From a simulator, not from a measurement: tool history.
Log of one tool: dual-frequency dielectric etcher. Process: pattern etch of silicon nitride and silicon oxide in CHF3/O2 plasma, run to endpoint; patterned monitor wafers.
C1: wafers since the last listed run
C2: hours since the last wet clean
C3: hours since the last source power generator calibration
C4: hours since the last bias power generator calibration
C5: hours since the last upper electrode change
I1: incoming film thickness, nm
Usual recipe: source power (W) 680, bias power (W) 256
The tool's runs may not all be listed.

Run 1, hour 0: usual settings; C1 0; C2 180.7; C3 3875.1; C4 4268.8; C5 6222.5; I1 274.5. Result: endpoint time (s) 149.1.
Run 2, hour 12.1: usual settings; C1 97; C2 192.8; C3 3887.2; C4 4280.9; C5 6234.6; I1 271. Result: endpoint time (s) 147.2.
Run 3, hour 29.1: usual settings; C1 136; C2 209.8; C3 3904.2; C4 4297.9; C5 6251.6; I1 272.5. Result: endpoint time (s) 147.8.
Run 4, hour 43.9: usual settings but source power (W) 620, bias power (W) 271; C1 118; C2 224.6; C3 3919; C4 4312.7; C5 6266.4; I1 273.4. Result: endpoint time (s) 154.2.
Run 5, hour 57.6: usual settings; C1 109; C2 238.3; C3 3932.7; C4 4326.4; C5 6280.1; I1 273.5. Result: endpoint time (s) 147.3.
Run 6, hour 68.6: usual settings; C1 88; C2 249.3; C3 3943.7; C4 4337.4; C5 6291.1; I1 273.1. Result: endpoint time (s) 147.
Run 7, hour 76.5: usual settings; C1 63; C2 257.2; C3 3951.6; C4 4345.3; C5 6299; I1 271.9. Result: endpoint time (s) 146.9.
Run 8, hour 89.4: usual settings; C1 103; C2 270.1; C3 3964.5; C4 4358.2; C5 6311.9; I1 270.2. Result: endpoint time (s) 145.8.
Run 9, hour 104.7: usual settings; C1 122; C2 285.4; C3 3979.8; C4 4373.5; C5 6327.2; I1 275.5. Result: endpoint time (s) 148.
Run 10, hour 136.7: usual settings; C1 256; C2 317.4; C3 4011.8; C4 4405.5; C5 6359.2; I1 272.8. Result: endpoint time (s) 146.5.
Run 11, hour 150.4: usual settings; C1 109; C2 331.1; C3 4025.5; C4 4419.2; C5 6372.9; I1 273.6. Result: endpoint time (s) 146.4.
Run 12, hour 162.1: usual settings; C1 93; C2 342.8; C3 4037.2; C4 4430.9; C5 6384.6; I1 273.3. Result: endpoint time (s) 145.9.
Run 13, hour 179.9: usual settings; C1 142; C2 360.6; C3 4055; C4 4448.7; C5 6402.4; I1 273.2. Result: endpoint time (s) 146.3.
Run 14, hour 189.9: usual settings but source power (W) 800; C1 80; C2 370.6; C3 4065; C4 4458.7; C5 6412.4; I1 273.1. Result: endpoint time (s) 133.4.
Run 15, hour 206.3: usual settings but source power (W) 720, bias power (W) 276; C1 131; C2 387; C3 4081.4; C4 4475.1; C5 6428.8; I1 272.6. Result: endpoint time (s) 137.4.
Run 16, hour 223.8: usual settings but source power (W) 770, bias power (W) 297; C1 140; C2 404.5; C3 4098.9; C4 4492.6; C5 6446.3; I1 275.8. Result: endpoint time (s) 130.7.
Run 17, hour 237.9: usual settings; C1 113; C2 418.6; C3 4113; C4 4506.7; C5 6460.4; I1 273.1. Result: endpoint time (s) 144.8.
At hour 269.9: bias power generator calibrated.
At hour 294.4: wet clean of the chamber.
At hour 295.2: upper electrode replaced.
Run 18, hour 295.7: usual settings but source power (W) 840, bias power (W) 277; C1 232; C2 1.3; C3 4170.8; C4 25.8; C5 0.5; I1 274.2. Result: endpoint time (s) 123.6.
Run 19, hour 296.1: usual settings but source power (W) 570, bias power (W) 296; C1 3; C2 1.7; C3 4171.2; C4 26.2; C5 0.9; I1 272.2. Result: endpoint time (s) 152.7.
Run 20, hour 300.8: usual settings; C1 37; C2 6.4; C3 4175.9; C4 30.9; C5 5.6; I1 269.8. Result: endpoint time (s) 141.4.
Run 21, hour 311.7: usual settings; C1 87; C2 17.3; C3 4186.8; C4 41.8; C5 16.5; I1 273.7. Result: endpoint time (s) 142.8.
Run 22, hour 328.9: usual settings but source power (W) 600, bias power (W) 309; C1 137; C2 34.5; C3 4204; C4 59; C5 33.7; I1 271.8. Result: endpoint time (s) 145.6.
At hour 344.4: source power generator calibrated.
Run 23, hour 344.9: usual settings but source power (W) 730, bias power (W) 307; C1 96; C2 50.5; C3 0.5; C4 75; C5 49.7; I1 273.9. Result: endpoint time (s) 130.4.
Run 24, hour 357.8: usual settings; C1 103; C2 63.4; C3 13.4; C4 87.9; C5 62.6; I1 273.3. Result: endpoint time (s) 141.9.
Run 25, hour 368.4: usual settings but source power (W) 530, bias power (W) 311; C1 85; C2 74; C3 24; C4 98.5; C5 73.2; I1 274.2. Result: endpoint time (s) 159.
Run 26, hour 388.6: usual settings but source power (W) 560, bias power (W) 207; C1 162; C2 94.2; C3 44.2; C4 118.7; C5 93.4; I1 270.9. Result: endpoint time (s) 167.1.
At hour 415.3: wet clean of the chamber, repeated, since the last time left the tool worse.
Run 27, hour 415.8: usual settings but source power (W) 570, bias power (W) 274; C1 25; C2 0.5; C3 71.4; C4 145.9; C5 120.6; I1 273.3. Result: endpoint time (s) 165.4.
Run 28, hour 416.1: usual settings but source power (W) 610, bias power (W) 238; C1 2; C2 0.8; C3 71.7; C4 146.2; C5 120.9; I1 272.1. Result: endpoint time (s) 163.9.
Run 29, hour 422.8: usual settings; C1 53; C2 7.5; C3 78.4; C4 152.9; C5 127.6; I1 273.5. Result: endpoint time (s) 152.
Run 30, hour 434.8: usual settings; C1 96; C2 19.5; C3 90.4; C4 164.9; C5 139.6; I1 276. Result: endpoint time (s) 153.1.
Run 31, hour 446.8: usual settings but source power (W) 520, bias power (W) 281; C1 96; C2 31.5; C3 102.4; C4 176.9; C5 151.6; I1 272.7. Result: endpoint time (s) 175.7.
Run 32, hour 454: usual settings but source power (W) 540; C1 57; C2 38.7; C3 109.6; C4 184.1; C5 158.8; I1 270.3. Result: endpoint time (s) 173.7.
Run 33, hour 471.8: usual settings but source power (W) 590, bias power (W) 235; C1 142; C2 56.5; C3 127.4; C4 201.9; C5 176.6; I1 273.1. Result: endpoint time (s) 168.2.
Run 34, hour 484.4: usual settings but source power (W) 760, bias power (W) 202; C1 101; C2 69.1; C3 140; C4 214.5; C5 189.2; I1 272.6. Result: endpoint time (s) 148.1.
Run 35, hour 492.3: usual settings but source power (W) 600, bias power (W) 206; C1 63; C2 77; C3 147.9; C4 222.4; C5 197.1; I1 273.4. Result: endpoint time (s) 170.9.
Run 36, hour 506.5: usual settings; C1 113; C2 91.2; C3 162.1; C4 236.6; C5 211.3; I1 272. Result: endpoint time (s) 149.7.

3 ways to go on from here, each from the tool as it stands after run 36. What would each give?
Run A, hour 507: usual settings but bias power (W) 311; C1 4; C2 91.7; C3 162.6; C4 237.1; C5 211.8; I1 274.1. Result: endpoint time (s) ?.
Run B, hour 507: usual settings but source power (W) 610, bias power (W) 304; C1 4; C2 91.7; C3 162.6; C4 237.1; C5 211.8; I1 274.1. Result: endpoint time (s) ?.
Run C, hour 507: usual settings but source power (W) 510, bias power (W) 318; C1 4; C2 91.7; C3 162.6; C4 237.1; C5 211.8; I1 274.1. Result: endpoint time (s) ?.

run  endpoint time (s)
  A                144
  B                155
  C              173.2
With the hidden condition removed and each run's random variation left untouched, the same runs would have given:
run  endpoint time (s)
  A              144.4
  B              155.5
  C              173.7
